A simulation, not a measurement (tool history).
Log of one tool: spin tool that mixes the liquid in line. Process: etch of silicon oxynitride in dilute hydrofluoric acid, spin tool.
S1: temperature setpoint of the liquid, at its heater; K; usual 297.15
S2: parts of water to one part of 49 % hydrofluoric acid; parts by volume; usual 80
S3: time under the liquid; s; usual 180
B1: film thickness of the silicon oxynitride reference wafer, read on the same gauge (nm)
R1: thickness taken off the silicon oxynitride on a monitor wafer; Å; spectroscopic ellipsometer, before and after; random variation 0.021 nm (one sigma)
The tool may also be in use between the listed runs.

run	hour	S1	S2	S3	B1	R1
1	0.0	297.15	80	180	139.997	32.07
# hour 25.5: gauge calibrated
2	44.8	297.15	80	180	140.001	32.30
3	116.5	294.65	80	180	139.961	28.46
4	179.3	297.15	110	180	139.985	23.04
5	217.4	297.15	110	180	140.021	22.90
6	296.0	297.15	110	180	140.008	22.98
7	392.7	300.15	80	180	139.996	37.31
8	435.9	297.15	80	180	140.014	33.08
9	476.6	297.15	80	180	140.002	32.88
10	564.3	297.15	80	180	140.011	33.11
11	658.0	294.15	115	275	140.015	29.63
12	760.6	297.15	60	180	140.012	45.47
13	843.3	295.65	80	180	140.037	30.71
# hour 900.3: thermometer replaced
# hour 906.2: hydrofluoric acid flow meter replaced
14	922.3	298.65	115	140	140.000	17.24
15	974.2	297.15	80	180	140.035	30.70
# hour 1037.7: gauge calibrated
16	1041.5	297.15	80	180	139.964	31.27
17	1141.1	293.15	120	215	140.004	19.92
18	1179.0	297.15	80	180	139.961	31.20
19	1284.1	299.15	40	260	139.978	103.08
20	1390.6	301.65	80	145	140.041	31.27

The tool's hidden state at each run:
liquid hotter than its thermometer reads (K): 0 in every run
gauge reads high (%): 0 in every run
H1: hydrofluoric acid flow above the setpoint (%)
run	H1
1	4.02
2	4.24
3	4.59
4	4.9
5	5.08
6	5.47
7	5.94
8	6.15
9	6.35
10	6.78
11	7.24
12	7.74
13	8.15
14	0.142
15	0.396
16	0.725
17	1.21
18	1.4
19	1.91
20	2.43

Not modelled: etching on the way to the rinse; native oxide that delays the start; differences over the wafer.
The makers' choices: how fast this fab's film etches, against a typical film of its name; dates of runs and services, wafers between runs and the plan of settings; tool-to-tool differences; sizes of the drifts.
